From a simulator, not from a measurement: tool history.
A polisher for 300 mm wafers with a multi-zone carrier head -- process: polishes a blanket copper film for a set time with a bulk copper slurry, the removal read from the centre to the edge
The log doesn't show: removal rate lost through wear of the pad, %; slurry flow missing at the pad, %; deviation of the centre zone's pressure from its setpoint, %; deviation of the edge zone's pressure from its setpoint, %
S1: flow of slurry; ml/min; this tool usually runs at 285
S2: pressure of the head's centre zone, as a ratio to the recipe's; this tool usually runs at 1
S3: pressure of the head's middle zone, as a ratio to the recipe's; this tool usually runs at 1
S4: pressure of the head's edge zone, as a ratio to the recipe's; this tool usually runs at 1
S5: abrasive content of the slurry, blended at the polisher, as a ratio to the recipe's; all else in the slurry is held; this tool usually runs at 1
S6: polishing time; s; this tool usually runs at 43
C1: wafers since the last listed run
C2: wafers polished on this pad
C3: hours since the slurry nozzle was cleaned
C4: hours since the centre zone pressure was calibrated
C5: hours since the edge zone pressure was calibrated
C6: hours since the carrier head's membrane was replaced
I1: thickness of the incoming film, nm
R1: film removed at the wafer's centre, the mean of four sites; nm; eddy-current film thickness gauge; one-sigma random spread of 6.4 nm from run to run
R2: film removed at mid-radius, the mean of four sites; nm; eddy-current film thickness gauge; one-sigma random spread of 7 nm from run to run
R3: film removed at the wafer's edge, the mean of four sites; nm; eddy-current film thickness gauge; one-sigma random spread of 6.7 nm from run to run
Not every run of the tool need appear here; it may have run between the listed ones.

| run | hour | S1 | S2 | S3 | S4 | S5 | S6 | C1 | C2 | C3 | C4 | C5 | C6 | I1 | R1 | R2 | R3 |
|---|---|---|---|---|---|---|---|---|---|---|---|---|---|---|---|---|---|
| 1 | 0 | 285 | 1 | 1 | 1 | 1 | 39 | 0 | 1002 | 215.6 | 316 | 532.7 | 812.2 | 2187.3 | 378.6 | 360.8 | 383.5 |
|  | 14.6 | worn pad replaced by a new one |
| 2 | 18.8 | 285 | 1.03 | 1 | 1 | 1 | 43 | 94 | 26 | 234.4 | 334.8 | 551.5 | 831 | 2177.1 | 499.2 | 466.4 | 486.1 |
| 3 | 48.5 | 285 | 1 | 0.95 | 1 | 1 | 43 | 188 | 215 | 264.1 | 364.5 | 581.2 | 860.7 | 2231.1 | 470.5 | 439.4 | 470.4 |
| 4 | 75.7 | 285 | 1 | 0.95 | 1 | 1 | 43 | 173 | 388 | 291.3 | 391.7 | 608.4 | 887.9 | 2159.6 | 468.1 | 435.4 | 463.5 |
| 5 | 88.8 | 285 | 1 | 0.95 | 1 | 1 | 43 | 83 | 472 | 304.4 | 404.8 | 621.5 | 901 | 2204.9 | 455.9 | 419.5 | 450.1 |
|  | 100.9 | slurry nozzle cleaned |
| 6 | 105.4 | 285 | 1 | 0.96 | 1.05 | 1 | 43 | 99 | 571 | 4.5 | 421.4 | 638.1 | 917.6 | 2161.5 | 452.8 | 419.9 | 462.8 |
| 7 | 125.6 | 285 | 1 | 0.96 | 1.05 | 1 | 43 | 128 | 699 | 24.7 | 441.6 | 658.3 | 937.8 | 2202.7 | 443.1 | 412 | 465.3 |
| 8 | 163.8 | 285 | 1 | 0.96 | 1.05 | 1 | 43 | 243 | 942 | 62.9 | 479.8 | 696.5 | 976 | 2195.2 | 433.2 | 401.6 | 429.8 |
|  | 191.5 | centre zone pressure recalibrated |
|  | 194.4 | worn pad replaced by a new one |
| 9 | 194.9 | 285 | 1 | 1 | 1 | 1 | 35 | 166 | 2 | 94 | 3.4 | 727.6 | 1007.1 | 2170.4 | 393.2 | 382.6 | 380.9 |
|  | 207.3 | carrier head's membrane replaced by a new one |
| 10 | 220.6 | 285 | 1 | 1 | 1 | 1 | 35 | 131 | 134 | 119.7 | 29.1 | 753.3 | 13.3 | 2166.7 | 380.6 | 382.5 | 388.2 |
| 11 | 240.1 | 285 | 1 | 1 | 1 | 1 | 35 | 124 | 258 | 139.2 | 48.6 | 772.8 | 32.8 | 2159.2 | 378.9 | 374.4 | 376.1 |
| 12 | 254.5 | 285 | 1 | 1 | 1 | 1 | 43 | 91 | 350 | 153.6 | 63 | 787.2 | 47.2 | 2198.5 | 452 | 451.6 | 454.2 |
| 13 | 276.8 | 285 | 1 | 1 | 0.94 | 1 | 58 | 141 | 492 | 175.9 | 85.3 | 809.5 | 69.5 | 2186.7 | 609.5 | 576.1 | 578.4 |
| 14 | 297 | 285 | 1 | 0.88 | 0.89 | 1 | 48 | 128 | 620 | 196.1 | 105.5 | 829.7 | 89.7 | 2176.7 | 498.5 | 427.3 | 460.4 |
| 15 | 323.8 | 375 | 1 | 1 | 1 | 1 | 43 | 170 | 791 | 222.9 | 132.3 | 856.5 | 116.5 | 2221.3 | 450.7 | 436.6 | 446.9 |
| 16 | 346 | 230 | 1 | 1 | 1 | 1 | 58 | 141 | 932 | 245.1 | 154.5 | 878.7 | 138.7 | 2162.3 | 562 | 546.2 | 558.2 |
|  | 351 | worn pad replaced by a new one |
| 17 | 366.1 | 285 | 0.94 | 1 | 1.1 | 0.8 | 55 | 102 | 96 | 265.2 | 174.6 | 898.8 | 158.8 | 2174.4 | 542.1 | 570.1 | 624.4 |
| 18 | 392.7 | 285 | 1 | 1 | 1 | 1 | 43 | 169 | 265 | 291.8 | 201.2 | 925.4 | 185.4 | 2196.3 | 460.2 | 462 | 464.4 |
|  | 395 | edge zone pressure recalibrated |
|  | 454.3 | slurry nozzle cleaned |
| 19 | 458.6 | 285 | 1 | 1 | 1 | 1 | 31 | 400 | 665 | 4.3 | 267.1 | 63.6 | 251.3 | 2172.5 | 315.4 | 310.3 | 318.9 |
| 20 | 471.4 | 285 | 1 | 1 | 1 | 1.25 | 36 | 81 | 746 | 17.1 | 279.9 | 76.4 | 264.1 | 2157.6 | 389.5 | 363.3 | 393.4 |
|  | 496.7 | worn pad replaced by a new one |
| 21 | 578.9 | 285 | 1 | 1 | 1 | 1 | 43 | 658 | 522 | 124.6 | 387.4 | 183.9 | 371.6 | 2174.7 | 446.4 | 439 | 455.1 |

3 ways to go on from here, each from the tool as it stands after run 21. What would each give?
| A | 579.3 | 285 | 1 | 1 | 1.05 | 1 | 43 | 2 | 525 | 125 | 387.8 | 184.3 | 372 | 2180.2 | ? | ? | ? |
| B | 579.3 | 330 | 1 | 1 | 1.09 | 1 | 43 | 2 | 525 | 125 | 387.8 | 184.3 | 372 | 2180.2 | ? | ? | ? |
| C | 579.3 | 285 | 0.92 | 1 | 1 | 1.3 | 43 | 2 | 525 | 125 | 387.8 | 184.3 | 372 | 2180.2 | ? | ? | ? |

| run | R1 | R2 | R3 |
|---|---|---|---|
| A | 451.3 | 447.1 | 461 |
| B | 457.3 | 452.5 | 474 |
| C | 439.8 | 474.2 | 477.1 |
What these runs would have given with no unlogged condition in the tool:
| run | R1 | R2 | R3 |
|---|---|---|---|
| A | 484.3 | 479.8 | 494.7 |
| B | 490.8 | 485.6 | 508.7 |
| C | 472 | 508.9 | 512 |

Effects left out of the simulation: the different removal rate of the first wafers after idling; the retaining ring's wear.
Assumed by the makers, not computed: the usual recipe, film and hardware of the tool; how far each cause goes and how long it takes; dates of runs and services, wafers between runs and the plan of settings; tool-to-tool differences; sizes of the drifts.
